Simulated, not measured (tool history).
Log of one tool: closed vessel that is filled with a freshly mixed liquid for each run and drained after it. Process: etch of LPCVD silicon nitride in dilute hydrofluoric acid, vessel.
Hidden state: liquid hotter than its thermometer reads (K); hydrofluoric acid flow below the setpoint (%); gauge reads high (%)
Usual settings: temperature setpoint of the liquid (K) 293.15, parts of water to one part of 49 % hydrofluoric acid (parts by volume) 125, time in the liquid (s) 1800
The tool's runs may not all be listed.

run	hour	temperature setpoint of the liquid (K)	parts of water to one part of 49 % hydrofluoric acid (parts by volume)	time in the liquid (s)	wafers since the last listed run	hours since the thermometer was replaced	hours since the hydrofluoric acid flow meter was replaced	hours since the gauge calibration	read-back film thickness of the LPCVD silicon nitride reference wafer, read on the same gauge (nm)	thickness taken off the LPCVD silicon nitride on a monitor wafer (Å)
1	0.0	293.15	125	1800	0	866.6	1262.0	158.6	79.98	56.5
2	19.6	293.15	125	1800	846	886.2	1281.6	178.2	80.00	55.8
3	41.8	293.15	125	1800	958	908.4	1303.8	200.4	80.01	56.2
4	57.0	293.15	125	1800	656	923.6	1319.0	215.6	79.98	56.2
5	78.1	293.15	125	1800	911	944.7	1340.1	236.7	79.98	55.8
6	97.3	293.15	125	1800	829	963.9	1359.3	255.9	79.96	55.9
7	124.1	293.15	125	1800	1157	990.7	1386.1	282.7	79.99	55.6
8	139.5	293.15	125	1800	665	1006.1	1401.5	298.1	80.00	55.7
9	156.8	293.15	125	1800	747	1023.4	1418.8	315.4	80.01	55.6
10	171.8	293.15	125	1800	647	1038.4	1433.8	330.4	80.01	55.1
# hour 176.7: hydrofluoric acid flow meter replaced
11	201.5	293.15	110	2460	1239	1068.1	24.8	360.1	79.98	96.5
12	226.3	293.15	125	745	1071	1092.9	49.6	384.9	79.97	25.6
# hour 252.2: gauge calibrated
13	259.2	290.15	95	1245	1421	1125.8	82.5	7.0	80.03	45.8
14	285.8	293.15	125	1800	1149	1152.4	109.1	33.6	80.04	62.3
15	320.3	293.15	125	1800	1490	1186.9	143.6	68.1	80.03	62.0
16	335.1	295.65	80	2700	639	1201.7	158.4	82.9	80.00	168.5
17	360.2	293.15	125	1800	1084	1226.8	183.5	108.0	80.02	61.8
18	384.4	293.15	125	995	1045	1251.0	207.7	132.2	79.99	33.8
# hour 406.4: thermometer replaced
19	416.6	293.15	175	2780	1347	10.2	239.9	164.4	79.99	68.6
20	438.7	290.15	125	1435	954	32.3	262.0	186.5	80.01	40.0
21	457.3	293.15	105	1800	803	50.9	280.6	205.1	80.00	71.8
22	531.5	296.65	125	1800	3205	125.1	354.8	279.3	79.99	77.2

What the log doesn't show, run by run:
liquid hotter than its thermometer reads (K): 0 in every run
gauge reads high (%): 0 in every run
H1: hydrofluoric acid flow below the setpoint (%)
run	H1
1	10.2
2	10.3
3	10.5
4	10.6
5	10.8
6	11
7	11.2
8	11.3
9	11.4
10	11.5
11	0.265
12	0.462
13	0.722
14	0.933
15	1.21
16	1.32
17	1.52
18	1.71
19	1.97
20	2.14
21	2.29
22	2.88

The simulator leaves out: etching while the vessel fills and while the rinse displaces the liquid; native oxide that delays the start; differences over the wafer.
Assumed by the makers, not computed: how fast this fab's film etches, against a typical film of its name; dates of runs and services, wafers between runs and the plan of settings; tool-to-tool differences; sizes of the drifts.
